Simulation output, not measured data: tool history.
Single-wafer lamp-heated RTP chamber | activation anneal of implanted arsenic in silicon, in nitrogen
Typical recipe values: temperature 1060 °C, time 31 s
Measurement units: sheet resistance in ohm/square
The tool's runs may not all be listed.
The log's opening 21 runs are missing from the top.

run   hour  temperature  time  read-back reference wafer on the same gauge, sheet resistance  sheet resistance
     509.6  -- reflector plate cleaned, repeated, since the last time left the tool worse
 22  525.8         1060    31                                                         159.96             179.8
 23  576.4         1045    31                                                            160            184.63
 24    602         1060    49                                                         160.08            174.22
 25  635.4         1060    31                                                          159.9            180.28
 26  668.2         1047    48                                                         159.95             178.4
 27  687.9         1083    43                                                         160.03            168.89
 28  706.4         1069    48                                                            160            171.26
       709  -- gauge calibrated
 29    735         1046    50                                                         159.95            177.51
 30  770.9         1060    38                                                         159.99             177.1
 31  802.9         1060    31                                                         159.97            180.03
 32  833.9         1041    16                                                         159.99            194.84
 33  866.9         1069    31                                                         159.85            177.33
 34  885.6         1068    47                                                         160.03            171.66
 35  918.2         1078    22                                                         160.04            179.12
 36  948.4         1079    15                                                         159.97            184.42

5 options for the next run, each taken on its own from the tool as it stands now. Forecast them:
  A  948.8         1038    31                                                              ?                 ?
  B  948.8         1068    22                                                              ?                 ?
  C  948.8         1086    41                                                              ?                 ?
  D  948.8         1042    41                                                              ?                 ?
  E  948.8         1087    13                                                              ?                 ?

run  read-back reference wafer on the same gauge, sheet resistance  sheet resistance
  A                                                         159.91            186.26
  B                                                         159.91            181.55
  C                                                         159.91            167.98
  D                                                         159.91            180.95
  E                                                         159.91            183.07
Without the tool's hidden state the same runs would have given:
run  sheet resistance
  A             186.8
  B            182.06
  C            168.42
  D            181.47
  E            183.58

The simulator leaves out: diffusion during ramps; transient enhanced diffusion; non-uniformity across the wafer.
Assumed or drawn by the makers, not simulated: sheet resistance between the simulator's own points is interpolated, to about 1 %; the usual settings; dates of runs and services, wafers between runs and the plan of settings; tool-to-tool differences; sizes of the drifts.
